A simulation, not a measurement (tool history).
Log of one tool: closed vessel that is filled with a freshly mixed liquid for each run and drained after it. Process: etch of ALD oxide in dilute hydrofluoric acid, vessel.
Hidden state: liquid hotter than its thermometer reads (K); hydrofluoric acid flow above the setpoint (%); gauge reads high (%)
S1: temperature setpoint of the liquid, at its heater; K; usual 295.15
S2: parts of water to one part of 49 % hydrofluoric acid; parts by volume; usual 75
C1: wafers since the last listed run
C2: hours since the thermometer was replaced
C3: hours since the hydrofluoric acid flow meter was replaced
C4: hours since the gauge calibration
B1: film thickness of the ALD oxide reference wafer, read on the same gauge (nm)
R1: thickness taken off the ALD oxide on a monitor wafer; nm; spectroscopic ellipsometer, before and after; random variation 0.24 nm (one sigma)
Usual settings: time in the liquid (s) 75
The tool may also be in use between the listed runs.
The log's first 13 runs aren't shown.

run 14 day=8.150 | S1=295.15 S2=75 time_in_the_liquid_(s)=75 | C1=1944 C2=71.6 C3=836.6 C4=232.3 | B1=49.95 | R1=33.51
run 15 day=8.508 | S1=295.15 S2=75 time_in_the_liquid_(s)=75 | C1=1114 C2=80.2 C3=845.2 C4=240.9 | B1=49.93 | R1=33.23
run 16 day=9.000 | S1=295.15 S2=75 time_in_the_liquid_(s)=110 | C1=1529 C2=92.0 C3=857.0 C4=252.7 | B1=50.02 | R1=49.35
run 17 day=9.858 | S1=295.15 S2=115 time_in_the_liquid_(s)=100 | C1=2670 C2=112.6 C3=877.6 C4=273.3 | B1=49.98 | R1=27.56
-- day=10.042 gauge calibrated
run 18 day=10.329 | S1=296.65 S2=95 time_in_the_liquid_(s)=55 | C1=1464 C2=123.9 C3=888.9 C4=6.9 | B1=50.02 | R1=20.00
run 19 day=10.779 | S1=290.65 S2=50 time_in_the_liquid_(s)=95 | C1=1400 C2=134.7 C3=899.7 C4=17.7 | B1=50.00 | R1=53.78
run 20 day=11.138 | S1=290.65 S2=75 time_in_the_liquid_(s)=75 | C1=1114 C2=143.3 C3=908.3 C4=26.3 | B1=49.98 | R1=27.94
run 21 day=11.738 | S1=297.65 S2=75 time_in_the_liquid_(s)=75 | C1=1866 C2=157.7 C3=922.7 C4=40.7 | B1=50.05 | R1=36.52
run 22 day=12.308 | S1=295.15 S2=75 time_in_the_liquid_(s)=35 | C1=1776 C2=171.4 C3=936.4 C4=54.4 | B1=50.03 | R1=15.77
run 23 day=12.567 | S1=295.15 S2=75 time_in_the_liquid_(s)=75 | C1=803 C2=177.6 C3=942.6 C4=60.6 | B1=49.99 | R1=33.70
run 24 day=12.958 | S1=295.15 S2=75 time_in_the_liquid_(s)=75 | C1=1218 C2=187.0 C3=952.0 C4=70.0 | B1=49.99 | R1=34.07
-- day=13.604 hydrofluoric acid flow meter replaced
run 25 day=14.804 | S1=295.15 S2=75 time_in_the_liquid_(s)=75 | C1=5613 C2=231.3 C3=28.8 C4=114.3 | B1=50.01 | R1=31.70
run 26 day=15.171 | S1=295.15 S2=40 time_in_the_liquid_(s)=75 | C1=1140 C2=240.1 C3=37.6 C4=123.1 | B1=50.02 | R1=61.94
run 27 day=15.683 | S1=292.15 S2=75 time_in_the_liquid_(s)=95 | C1=1594 C2=252.4 C3=49.9 C4=135.4 | B1=49.98 | R1=35.87
run 28 day=16.304 | S1=300.15 S2=60 time_in_the_liquid_(s)=75 | C1=1931 C2=267.3 C3=64.8 C4=150.3 | B1=49.96 | R1=49.43
run 29 day=17.008 | S1=295.15 S2=75 time_in_the_liquid_(s)=85 | C1=2190 C2=284.2 C3=81.7 C4=167.2 | B1=50.01 | R1=36.72
run 30 day=17.338 | S1=293.15 S2=40 time_in_the_liquid_(s)=115 | C1=1024 C2=292.1 C3=89.6 C4=175.1 | B1=50.00 | R1=87.34
run 31 day=17.846 | S1=295.15 S2=75 time_in_the_liquid_(s)=75 | C1=1581 C2=304.3 C3=101.8 C4=187.3 | B1=50.02 | R1=31.86
run 32 day=18.400 | S1=293.65 S2=100 time_in_the_liquid_(s)=120 | C1=1724 C2=317.6 C3=115.1 C4=200.6 | B1=49.98 | R1=35.05
run 33 day=18.800 | S1=295.15 S2=75 time_in_the_liquid_(s)=50 | C1=1244 C2=327.2 C3=124.7 C4=210.2 | B1=49.95 | R1=21.36
run 34 day=19.225 | S1=292.15 S2=75 time_in_the_liquid_(s)=95 | C1=1322 C2=337.4 C3=134.9 C4=220.4 | B1=49.98 | R1=36.59

4 ways to go on from here, each from the tool as it stands after run 34. What would each give?
run A day=19.254 | S1=295.15 S2=75 time_in_the_liquid_(s)=45 | C1=90 C2=338.1 C3=135.6 C4=221.1 | B1=? | R1=?
run B day=19.254 | S1=298.65 S2=75 time_in_the_liquid_(s)=75 | C1=90 C2=338.1 C3=135.6 C4=221.1 | B1=? | R1=?
run C day=19.254 | S1=300.15 S2=75 time_in_the_liquid_(s)=75 | C1=90 C2=338.1 C3=135.6 C4=221.1 | B1=? | R1=?
run D day=19.254 | S1=295.15 S2=115 time_in_the_liquid_(s)=75 | C1=90 C2=338.1 C3=135.6 C4=221.1 | B1=? | R1=?

run=A B1=50.00 R1=19.35
run=B B1=50.00 R1=37.11
run=C B1=50.00 R1=39.36
run=D B1=50.00 R1=20.06
Without the tool's hidden state the same runs would have given:
run=A R1=17.90
run=B R1=34.38
run=C R1=36.48
run=D R1=18.56

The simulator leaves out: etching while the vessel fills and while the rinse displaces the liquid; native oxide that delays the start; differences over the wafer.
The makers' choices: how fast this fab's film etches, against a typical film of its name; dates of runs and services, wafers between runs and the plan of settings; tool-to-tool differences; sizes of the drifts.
